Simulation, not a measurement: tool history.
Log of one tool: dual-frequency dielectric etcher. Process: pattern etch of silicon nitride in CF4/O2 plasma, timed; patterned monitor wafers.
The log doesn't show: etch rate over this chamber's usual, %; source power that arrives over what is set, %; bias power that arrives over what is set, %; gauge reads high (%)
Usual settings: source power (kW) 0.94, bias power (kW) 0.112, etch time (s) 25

run	day	source power (kW)	bias power (kW)	etch time (s)	wafers since the last listed run	hours since the last wet clean	hours since the last source power generator calibration	hours since the last bias power generator calibration	hours since the last upper electrode change	hours since the gauge calibration	read-back reference wafer on the same gauge, depth_nm	mean etch depth across the wafer (Å)
1	0	0.94	0.112	25	0	349.2	2071.2	2625.9	4778	273.6	72.5	695
2	0.583	0.94	0.112	23	236	363.2	2085.2	2639.9	4792	287.6	72.6	640
3	1.362	0.94	0.112	25	316	381.9	2103.9	2658.6	4810.7	306.3	72.5	698
4	1.921	0.94	0.112	25	226	395.3	2117.3	2672	4824.1	319.7	72.4	697
5	3.042	0.78	0.112	19	455	422.2	2144.2	2698.9	4851	346.6	72.4	461
6	3.333	0.83	0.112	25	118	429.2	2151.2	2705.9	4858	353.6	72.4	635
7	3.621	0.83	0.112	25	116	436.1	2158.1	2712.8	4864.9	360.5	72.5	634
8	4.342	0.94	0.112	25	292	453.4	2175.4	2730.1	4882.2	377.8	72.5	705
# day 5.546: wet clean of the chamber
9	5.567	0.94	0.112	25	91	0.5	2204.8	2759.5	4911.6	407.2	72.5	681
10	5.579	0.94	0.112	25	5	0.8	2205.1	2759.8	4911.9	407.5	72.6	678
11	5.725	0.94	0.112	25	59	4.3	2208.6	2763.3	4915.4	411	72.5	676
12	6.454	0.94	0.112	25	296	21.8	2226.1	2780.8	4932.9	428.5	72.5	673
13	7.038	0.94	0.112	25	236	35.8	2240.1	2794.8	4946.9	442.5	72.3	681
14	7.462	0.94	0.112	25	172	46	2250.3	2805	4957.1	452.7	72.5	679
15	7.958	0.94	0.112	28.5	201	57.9	2262.2	2816.9	4969	464.6	72.4	776
16	8.496	0.94	0.123	25	218	70.8	2275.1	2829.8	4981.9	477.5	72.4	704
17	8.825	1.12	0.089	28	133	78.7	2283	2837.7	4989.8	485.4	72.4	821
18	9.1	0.8	0.134	19	111	85.3	2289.6	2844.3	4996.4	492	72.5	486
19	9.85	0.94	0.112	25	304	103.3	2307.6	2862.3	5014.4	510	72.6	684
20	10.162	0.87	0.112	18	126	110.8	2315.1	2869.8	5021.9	517.5	72.6	463
# day 10.329: gauge calibrated
# day 10.962: bias power generator calibrated
21	10.983	1.08	0.103	28.5	265	130.5	2334.8	0.5	5041.6	15.7	72.5	851
22	11.55	1.13	0.112	25	230	144.1	2348.4	14.1	5055.2	29.3	72.5	798
23	12.279	0.94	0.112	28.5	296	161.6	2365.9	31.6	5072.7	46.8	72.5	783
# day 13.392: source power generator calibrated
# day 13.462: upper electrode replaced
24	13.483	0.71	0.103	18	394	190.5	2.2	60.5	0.5	75.7	72.5	385
25	13.496	1.01	0.112	17.5	5	190.8	2.5	60.8	0.8	76	72.5	510
26	15.442	0.94	0.129	29.5	790	237.5	49.2	107.5	47.5	122.7	72.5	859
27	15.817	1.16	0.096	25	152	246.5	58.2	116.5	56.5	131.7	72.5	781
28	16.342	1.08	0.103	28.5	213	259.1	70.8	129.1	69.1	144.3	72.4	857
29	16.833	0.94	0.091	27.5	199	270.9	82.6	140.9	80.9	156.1	72.5	718

Hidden state at the last listed run before each entry between runs and at the first one after, where it differs:
Between runs 8 and 9: wet clean of the chamber (day 5.546)
  etch rate over this chamber's usual, %: 3.56 -> 0.102
  measured less the result without the state, mean etch depth across the wafer (Å): +25 -> +1
Between runs 20 and 21: gauge calibrated (day 10.329); bias power generator calibrated (day 10.962)
  etch rate over this chamber's usual, %: 1.01 -> 1.17
  measured less the result without the state, mean etch depth across the wafer (Å): +5 -> +10
Between runs 23 and 24: source power generator calibrated (day 13.392); upper electrode replaced (day 13.462)
  etch rate over this chamber's usual, %: 1.43 -> 1.67
  measured less the result without the state, mean etch depth across the wafer (Å): +11 -> +7

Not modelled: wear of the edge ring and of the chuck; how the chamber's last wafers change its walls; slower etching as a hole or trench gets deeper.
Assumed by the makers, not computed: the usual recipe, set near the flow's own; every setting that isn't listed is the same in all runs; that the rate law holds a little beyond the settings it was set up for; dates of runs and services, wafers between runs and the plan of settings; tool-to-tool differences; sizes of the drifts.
